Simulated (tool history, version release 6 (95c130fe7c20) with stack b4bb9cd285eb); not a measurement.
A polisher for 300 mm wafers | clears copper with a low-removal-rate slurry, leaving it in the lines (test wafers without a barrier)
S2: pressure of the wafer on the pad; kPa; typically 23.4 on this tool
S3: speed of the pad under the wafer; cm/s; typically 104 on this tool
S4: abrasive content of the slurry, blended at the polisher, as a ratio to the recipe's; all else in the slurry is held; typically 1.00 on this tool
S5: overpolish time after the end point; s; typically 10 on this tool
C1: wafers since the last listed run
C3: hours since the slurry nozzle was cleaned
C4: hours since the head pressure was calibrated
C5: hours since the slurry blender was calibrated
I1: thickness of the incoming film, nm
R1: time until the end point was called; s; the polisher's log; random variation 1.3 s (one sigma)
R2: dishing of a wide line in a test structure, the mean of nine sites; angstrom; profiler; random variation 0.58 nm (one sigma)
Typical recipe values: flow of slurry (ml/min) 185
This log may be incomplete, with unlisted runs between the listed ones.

Run 1, day 0.000: usual settings but S4 0.90; C1 0; wafers polished on this pad 555; C3 248.7; C4 176.6; C5 158.6; I1 482.3. Result: R1 134.0 s, R2 258 angstrom.
Run 2, day 2.121: usual settings but S3 90 cm/s, S5 12 s; C1 211; wafers polished on this pad 766; C3 299.6; C4 227.5; C5 209.5; I1 482.3. Result: R1 141.7 s, R2 287 angstrom.
Run 3, day 4.983: usual settings but S3 90 cm/s, S5 12 s; C1 284; wafers polished on this pad 1051; C3 368.3; C4 296.2; C5 278.2; I1 487.3. Result: R1 144.4 s, R2 266 angstrom.
At day 6.658: slurry blender recalibrated.
Run 4, day 7.179: usual settings but S3 90 cm/s, S5 12 s; C1 210; wafers polished on this pad 1261; C3 421.0; C4 348.9; C5 12.5; I1 492.0. Result: R1 141.7 s, R2 293 angstrom.
At day 9.392: worn pad replaced by a new one.
At day 9.421: slurry nozzle cleaned.
Run 5, day 9.442: usual settings but S4 1.20; C1 205; wafers polished on this pad 1; C3 0.5; C4 403.2; C5 66.8; I1 486.3. Result: R1 126.1 s, R2 276 angstrom.
Run 6, day 12.338: usual settings; C1 288; wafers polished on this pad 290; C3 70.0; C4 472.7; C5 136.3; I1 487.3. Result: R1 129.5 s, R2 274 angstrom.
Run 7, day 14.846: usual settings; C1 249; wafers polished on this pad 539; C3 130.2; C4 532.9; C5 196.5; I1 488.0. Result: R1 128.3 s, R2 261 angstrom.
Run 8, day 18.742: usual settings; C1 387; wafers polished on this pad 927; C3 223.7; C4 626.4; C5 290.0; I1 489.6. Result: R1 133.7 s, R2 263 angstrom.
Run 9, day 21.167: usual settings; C1 241; wafers polished on this pad 1169; C3 281.9; C4 684.6; C5 348.2; I1 484.7. Result: R1 131.5 s, R2 263 angstrom.
At day 21.438: slurry blender recalibrated.
Run 10, day 23.746: usual settings; C1 248; wafers polished on this pad 1417; C3 343.8; C4 746.5; C5 55.4; I1 483.3. Result: R1 124.9 s, R2 269 angstrom.
At day 24.904: worn pad replaced by a new one.
Run 11, day 27.458: usual settings; C1 352; wafers polished on this pad 254; C3 432.9; C4 835.6; C5 144.5; I1 481.3. Result: R1 124.9 s, R2 262 angstrom.
At day 29.338: slurry nozzle cleaned.
Run 12, day 31.829: usual settings; C1 430; wafers polished on this pad 685; C3 59.8; C4 940.5; C5 249.4; I1 485.0. Result: R1 126.3 s, R2 280 angstrom.
Run 13, day 35.304: usual settings but S2 27.6 kPa, S3 92 cm/s; C1 345; wafers polished on this pad 1030; C3 143.2; C4 1023.9; C5 332.8; I1 489.1. Result: R1 121.7 s, R2 289 angstrom.
At day 35.633: slurry blender recalibrated.
Run 14, day 36.862: usual settings but S2 20.7 kPa, S3 78 cm/s, S4 0.90; C1 146; wafers polished on this pad 1177; C3 180.6; C4 1061.3; C5 29.5; I1 491.6. Result: R1 165.7 s, R2 217 angstrom.
Run 15, day 39.304: usual settings but S3 74 cm/s; C1 243; wafers polished on this pad 1420; C3 239.2; C4 1119.9; C5 88.1; I1 484.8. Result: R1 149.1 s, R2 228 angstrom.
At day 39.754: worn pad replaced by a new one.
Run 16, day 42.508: usual settings but S3 90 cm/s, S5 12 s; C1 302; wafers polished on this pad 273; C3 316.1; C4 1196.8; C5 165.0; I1 488.5. Result: R1 134.7 s, R2 307 angstrom.
Run 17, day 44.333: usual settings but S5 4 s; C1 181; wafers polished on this pad 455; C3 359.9; C4 1240.6; C5 208.8; I1 490.9. Result: R1 126.6 s, R2 117 angstrom.
Run 18, day 47.842: usual settings but S5 15 s; C1 349; wafers polished on this pad 804; C3 444.1; C4 1324.8; C5 293.0; I1 487.1. Result: R1 126.5 s, R2 399 angstrom.
At day 48.662: slurry nozzle cleaned.
At day 51.083: slurry blender recalibrated.
At day 51.188: head pressure recalibrated.
Run 19, day 51.317: usual settings but flow of slurry (ml/min) 165, S2 19.3 kPa, S3 72 cm/s, S4 1.15; C1 325; wafers polished on this pad 1130; C3 63.7; C4 3.1; C5 5.6; I1 478.4. Result: R1 190.3 s, R2 186 angstrom.
At day 53.275: worn pad replaced by a new one.
Run 20, day 54.667: usual settings; C1 316; wafers polished on this pad 138; C3 144.1; C4 83.5; C5 86.0; I1 478.2. Result: R1 132.8 s, R2 256 angstrom.
Run 21, day 58.542: usual settings but flow of slurry (ml/min) 230; C1 385; wafers polished on this pad 524; C3 237.1; C4 176.5; C5 179.0; I1 480.7. Result: R1 129.6 s, R2 262 angstrom.
Run 22, day 61.417: usual settings but flow of slurry (ml/min) 160, S2 31.0 kPa, S4 1.15, S5 4 s; C1 286; wafers polished on this pad 810; C3 306.1; C4 245.5; C5 248.0; I1 491.1. Result: R1 107.0 s, R2 140 angstrom.
At day 65.067: slurry blender recalibrated.
Run 23, day 65.358: usual settings but S2 29.0 kPa, S3 88 cm/s, S4 1.15; C1 384; wafers polished on this pad 1194; C3 400.7; C4 340.1; C5 7.0; I1 478.6. Result: R1 118.7 s, R2 291 angstrom.
At day 65.692: worn pad replaced by a new one.
At day 67.150: slurry nozzle cleaned.
Run 24, day 68.138: usual settings but S4 0.75; C1 255; wafers polished on this pad 239; C3 23.7; C4 406.8; C5 73.7; I1 480.5. Result: R1 137.3 s, R2 254 angstrom.

What would each run have given without the hidden state, its run-to-run variation left as it was?
Unlogged tool condition in this case: removal rate lost through wear of the pad, %; slurry flow missing at the pad, %; deviation of the head's pressure from its setpoint, %; abrasive missing from the slurry, %.
run     R1   R2
  1  134.9  257
  2  142.2  286
  3  143.8  267
  4  145.5  286
  5  129.9  269
  6  133.4  266
  7  131.8  254
  8  135.9  259
  9  132.0  262
 10  132.5  255
 11  132.5  248
 12  133.0  267
 13  126.4  279
 14  179.8  200
 15  162.1  210
 16  146.2  284
 17  137.0  109
 18  135.4  375
 19  186.5  189
 20  130.7  260
 21  127.2  266
 22  104.4  144
 23  119.6  289
 24  138.8  251
